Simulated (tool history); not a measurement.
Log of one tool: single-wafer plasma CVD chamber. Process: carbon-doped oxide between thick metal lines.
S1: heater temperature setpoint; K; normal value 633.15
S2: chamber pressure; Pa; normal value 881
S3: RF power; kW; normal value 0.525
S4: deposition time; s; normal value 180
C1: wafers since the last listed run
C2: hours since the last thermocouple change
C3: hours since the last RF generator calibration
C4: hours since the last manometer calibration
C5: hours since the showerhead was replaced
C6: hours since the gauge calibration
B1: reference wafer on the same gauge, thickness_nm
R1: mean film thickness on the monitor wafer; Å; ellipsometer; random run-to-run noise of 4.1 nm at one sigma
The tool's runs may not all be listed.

run,hour,S1,S2,S3,S4,C1,C2,C3,C4,C5,C6,B1,R1
1,0.0,633.15,881,0.525,199,0,3074.4,2043.5,2932.0,4435.0,596.3,1180.027,10037.09
# hour 22.1: thermocouple changed; heater temperature recalibrated
2,30.2,633.15,795,0.525,180,276,8.1,2073.7,2962.2,4465.2,626.5,1180.683,8904.94
3,46.5,633.15,795,0.525,180,202,24.4,2090.0,2978.5,4481.5,642.8,1180.063,8975.98
4,58.7,633.15,881,0.525,180,151,36.6,2102.2,2990.7,4493.7,655.0,1180.051,9027.42
# hour 87.8: RF generator calibrated
5,90.3,633.15,881,0.525,180,293,68.2,2.5,3022.3,4525.3,686.6,1179.370,10079.08
6,125.2,633.15,881,0.525,180,433,103.1,37.4,3057.2,4560.2,721.5,1179.607,9991.42
7,145.0,633.15,881,0.525,180,246,122.9,57.2,3077.0,4580.0,741.3,1178.496,10091.95
8,159.3,628.15,665,0.580,180,177,137.2,71.5,3091.3,4594.3,755.6,1180.145,10683.53
9,174.8,619.15,787,0.525,180,192,152.7,87.0,3106.8,4609.8,771.1,1180.648,10229.02
# hour 193.1: gauge calibrated
10,263.3,623.15,749,0.525,213,1100,241.2,175.5,3195.3,4698.3,70.2,1181.038,11885.19
11,294.8,633.15,1089,0.525,201,391,272.7,207.0,3226.8,4729.8,101.7,1179.960,11357.92
12,310.0,620.15,1077,0.610,146,188,287.9,222.2,3242.0,4745.0,116.9,1180.266,9806.74
13,324.0,633.15,881,0.525,193,174,301.9,236.2,3256.0,4759.0,130.9,1180.494,10712.32
# hour 341.3: capacitance manometer re-zeroed and calibrated
14,346.3,633.15,807,0.525,166,177,324.2,258.5,5.0,4781.3,153.2,1181.330,9126.95
15,372.6,633.15,881,0.455,216,326,350.5,284.8,31.3,4807.6,179.5,1179.337,10218.11
16,390.7,626.15,1056,0.525,180,225,368.6,302.9,49.4,4825.7,197.6,1179.115,10345.03
# hour 419.3: showerhead replaced
17,419.8,633.15,881,0.525,180,262,397.7,332.0,78.5,0.5,226.7,1179.409,10009.66
18,439.7,633.15,804,0.425,180,247,417.6,351.9,98.4,20.4,246.6,1179.644,7722.70
19,470.4,644.15,669,0.475,180,381,448.3,382.6,129.1,51.1,277.3,1179.467,8427.91
20,483.1,633.15,881,0.525,180,157,461.0,395.3,141.8,63.8,290.0,1181.186,9961.57
21,516.6,633.15,741,0.435,180,416,494.5,428.8,175.3,97.3,323.5,1178.650,7817.40
22,547.9,633.15,881,0.525,180,389,525.8,460.1,206.6,128.6,354.8,1180.253,10012.86
23,610.3,625.15,881,0.525,204,775,588.2,522.5,269.0,191.0,417.2,1179.678,11537.13
24,629.6,633.15,881,0.525,180,239,607.5,541.8,288.3,210.3,436.5,1180.593,9883.64
25,655.0,626.15,988,0.420,169,315,632.9,567.2,313.7,235.7,461.9,1180.273,7400.04
26,668.8,633.15,881,0.525,180,171,646.7,581.0,327.5,249.5,475.7,1179.132,9963.34
27,681.2,642.15,779,0.610,154,154,659.1,593.4,339.9,261.9,488.1,1179.602,9424.22
28,711.0,633.15,881,0.605,180,370,688.9,623.2,369.7,291.7,517.9,1179.739,11286.82
29,733.9,633.15,881,0.525,158,284,711.8,646.1,392.6,314.6,540.8,1180.455,8784.90

3 options for the next run, each taken on its own from the tool as it stands now. Forecast them:
A,734.4,633.15,881,0.525,180,6,712.3,646.6,393.1,315.1,541.3,?,?
B,734.4,621.15,881,0.525,198,6,712.3,646.6,393.1,315.1,541.3,?,?
C,734.4,645.15,784,0.525,180,6,712.3,646.6,393.1,315.1,541.3,?,?

run,B1,R1
A,1179.858,9958.78
B,1179.858,11269.40
C,1179.858,9577.90
With no hidden state in the tool, these same runs would have given:
run,R1
A,10063.24
B,11387.61
C,9678.37
